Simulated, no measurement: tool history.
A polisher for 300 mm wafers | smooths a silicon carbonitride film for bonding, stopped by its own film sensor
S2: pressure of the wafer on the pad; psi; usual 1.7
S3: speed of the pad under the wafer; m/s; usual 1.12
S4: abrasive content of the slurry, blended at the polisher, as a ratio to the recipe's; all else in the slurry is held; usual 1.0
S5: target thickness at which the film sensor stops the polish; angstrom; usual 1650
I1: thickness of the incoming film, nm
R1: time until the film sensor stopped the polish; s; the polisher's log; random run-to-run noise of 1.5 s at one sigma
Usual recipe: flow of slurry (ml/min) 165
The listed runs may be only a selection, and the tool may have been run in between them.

Run 1, day 0.000: usual settings but S5 1590 angstrom; I1 199.6. Result: R1 175.9 s.
Run 2, day 0.962: usual settings but S5 1590 angstrom; I1 200.8. Result: R1 180.8 s.
Run 3, day 1.838: usual settings; I1 203.7. Result: R1 167.5 s.
Run 4, day 2.383: usual settings; I1 204.2. Result: R1 170.2 s.
Run 5, day 3.108: usual settings; I1 202.5. Result: R1 164.9 s.
Run 6, day 4.275: usual settings; I1 200.6. Result: R1 157.3 s.
At day 4.479: worn pad replaced by a new one.
At day 5.029: slurry nozzle cleaned.
Run 7, day 5.646: usual settings; I1 202.8. Result: R1 168.0 s.
At day 6.762: head pressure recalibrated.
Run 8, day 6.783: usual settings; I1 198.1. Result: R1 148.8 s.
Run 9, day 7.800: usual settings but flow of slurry (ml/min) 180; I1 198.2. Result: R1 149.7 s.
At day 8.142: slurry blender recalibrated.
Run 10, day 8.425: usual settings; I1 197.4. Result: R1 162.6 s.
At day 8.708: worn pad replaced by a new one.
Run 11, day 8.962: usual settings but S4 0.7; I1 199.1. Result: R1 198.1 s.
Run 12, day 9.662: usual settings but S4 1.3; I1 199.1. Result: R1 154.0 s.
Run 13, day 10.804: usual settings but flow of slurry (ml/min) 225, S3 0.84 m/s; I1 199.6. Result: R1 186.8 s.
At day 11.158: slurry blender recalibrated, repeated, since the last time left the tool worse.
Run 14, day 12.246: usual settings but S4 1.2, S5 1750 angstrom; I1 199.3. Result: R1 96.9 s.

Consider 5 possible next runs. They are alternatives, not a sequence: every one starts from the tool as it was left by run 14. What does each give?
Run A, day 12.267: usual settings; I1 200.0. Result: R1 ?.
Run B, day 12.267: usual settings but S2 1.4 psi; I1 200.0. Result: R1 ?.
Run C, day 12.267: usual settings but S5 1730 angstrom; I1 200.0. Result: R1 ?.
Run D, day 12.267: usual settings but S2 1.9 psi, S4 1.1; I1 200.0. Result: R1 ?.
Run E, day 12.267: usual settings but flow of slurry (ml/min) 145, S2 1.4 psi, S3 0.82 m/s, S4 0.8; I1 200.0. Result: R1 ?.

run     R1
  A  146.9
  B  178.4
  C  113.3
  D  127.1
  E  227.0
Stripped of hidden state, with their random variation kept, the same runs would have yielded:
run     R1
  A  146.5
  B  177.8
  C  113.0
  D  126.8
  E  226.2
